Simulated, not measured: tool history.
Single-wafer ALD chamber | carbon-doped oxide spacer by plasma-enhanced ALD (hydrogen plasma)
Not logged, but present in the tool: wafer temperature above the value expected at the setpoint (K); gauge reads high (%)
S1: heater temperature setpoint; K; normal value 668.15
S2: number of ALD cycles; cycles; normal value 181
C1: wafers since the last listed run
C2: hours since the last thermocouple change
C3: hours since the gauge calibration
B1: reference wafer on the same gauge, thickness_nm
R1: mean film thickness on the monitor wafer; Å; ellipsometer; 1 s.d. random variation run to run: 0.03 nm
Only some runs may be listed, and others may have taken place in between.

run,hour,S1,S2,C1,C2,C3,B1,R1
1,0.0,668.15,181,0,871.1,1010.9,8.453,88.36
2,105.1,668.15,181,273,976.2,1116.0,8.439,88.53
3,182.1,668.15,181,200,1053.2,1193.0,8.428,88.41
4,254.8,668.15,165,188,1125.9,1265.7,8.417,80.14
5,311.6,668.15,181,147,1182.7,1322.5,8.415,87.61
6,391.2,668.15,181,206,1262.3,1402.1,8.405,87.45
7,470.8,668.15,181,206,1341.9,1481.7,8.406,87.52
8,517.2,668.15,192,120,1388.3,1528.1,8.393,93.09
9,574.9,668.15,192,149,1446.0,1585.8,8.397,93.20
10,631.3,668.15,192,146,1502.4,1642.2,8.401,92.55
11,737.5,668.15,181,275,1608.6,1748.4,8.385,87.34
12,776.6,657.15,181,101,1647.7,1787.5,8.369,87.28
13,824.9,657.15,181,125,1696.0,1835.8,8.347,87.27
14,870.0,668.15,181,117,1741.1,1880.9,8.354,87.74
# hour 883.7: gauge calibrated
15,935.0,676.15,204,168,1806.1,51.3,8.548,99.92
16,988.2,661.15,212,138,1859.3,104.5,8.543,105.01
17,1027.7,668.15,181,102,1898.8,144.0,8.564,89.45
18,1124.4,668.15,181,251,1995.5,240.7,8.534,88.90
19,1171.8,668.15,166,123,2042.9,288.1,8.544,81.77
# hour 1335.8: thermocouple changed; heater temperature recalibrated
20,1418.5,668.15,181,620,82.7,534.8,8.510,88.77
21,1489.4,664.15,165,184,153.6,605.7,8.497,80.79
22,1556.0,662.15,181,173,220.2,672.3,8.482,88.35
23,1641.3,663.15,198,221,305.5,757.6,8.491,96.87
24,1742.3,676.15,192,262,406.5,858.6,8.475,93.41
25,1803.4,668.15,181,158,467.6,919.7,8.481,88.31
26,1894.5,680.15,191,236,558.7,1010.8,8.471,91.50
27,1938.8,668.15,181,115,603.0,1055.1,8.452,88.76
28,2023.3,674.15,208,219,687.5,1139.6,8.454,100.49

Predict each of these 3 candidate next runs independently; none follows another, all start after run 28:
A,2024.0,668.15,181,1,688.2,1140.3,?,?
B,2024.0,656.15,155,1,688.2,1140.3,?,?
C,2024.0,668.15,169,1,688.2,1140.3,?,?

run,B1,R1
A,8.444,88.64
B,8.444,75.91
C,8.444,82.76
The same runs, with their run-to-run variation unchanged, on a tool lacking any hidden condition would have given:
run,R1
A,90.01
B,77.08
C,84.04
